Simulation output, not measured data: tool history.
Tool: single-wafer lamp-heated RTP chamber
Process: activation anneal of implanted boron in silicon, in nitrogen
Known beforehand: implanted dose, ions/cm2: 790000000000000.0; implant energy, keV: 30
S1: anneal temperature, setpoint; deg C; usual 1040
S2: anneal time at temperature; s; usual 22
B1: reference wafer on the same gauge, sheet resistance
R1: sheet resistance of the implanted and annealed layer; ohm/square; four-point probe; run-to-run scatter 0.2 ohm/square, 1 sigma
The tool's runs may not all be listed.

run	hour	S1	S2	B1	R1
1	0.0	1040	22	159.05	134.95
2	33.8	1040	22	159.05	134.84
3	60.5	1040	22	158.97	134.85
4	86.6	1040	22	158.95	134.77
5	171.9	1040	22	158.97	134.84
6	191.3	1040	22	158.97	135.01
7	208.5	1019	22	158.99	136.55
# hour 234.1: reflector plate cleaned
8	237.1	1019	22	159.01	136.75
# hour 253.9: pyrometer window cleaned and pyrometer calibrated
9	266.5	1055	22	159.10	134.26
10	370.5	1055	22	158.95	134.57
11	396.3	1040	22	158.98	134.69
12	410.7	1040	22	159.00	135.15
13	445.6	1017	19	159.03	136.80
14	470.9	1040	15	158.92	135.25
15	491.4	1040	32	158.97	134.10
16	517.0	1040	22	159.00	135.07
17	535.3	1016	22	159.06	137.18
# hour 537.3: gauge calibrated
18	555.2	1059	12	159.08	134.78
19	576.6	1040	22	159.03	134.94
20	602.6	1066	15	158.95	134.29
21	636.9	1055	12	158.84	135.05
22	658.0	1058	27	159.07	133.58
23	673.1	1056	22	159.05	133.61
24	701.5	1060	22	159.13	133.95
# hour 721.7: reflector plate cleaned
25	727.2	1014	35	158.98	136.83

For each run, what was the tool's unlogged condition?
true wafer temperature minus pyrometer reading, K: 0, the same for each run
wafer temperature error from the tarnished reflector plate, K: 0, the same for each run
gauge reads high (%): 0, the same for each run

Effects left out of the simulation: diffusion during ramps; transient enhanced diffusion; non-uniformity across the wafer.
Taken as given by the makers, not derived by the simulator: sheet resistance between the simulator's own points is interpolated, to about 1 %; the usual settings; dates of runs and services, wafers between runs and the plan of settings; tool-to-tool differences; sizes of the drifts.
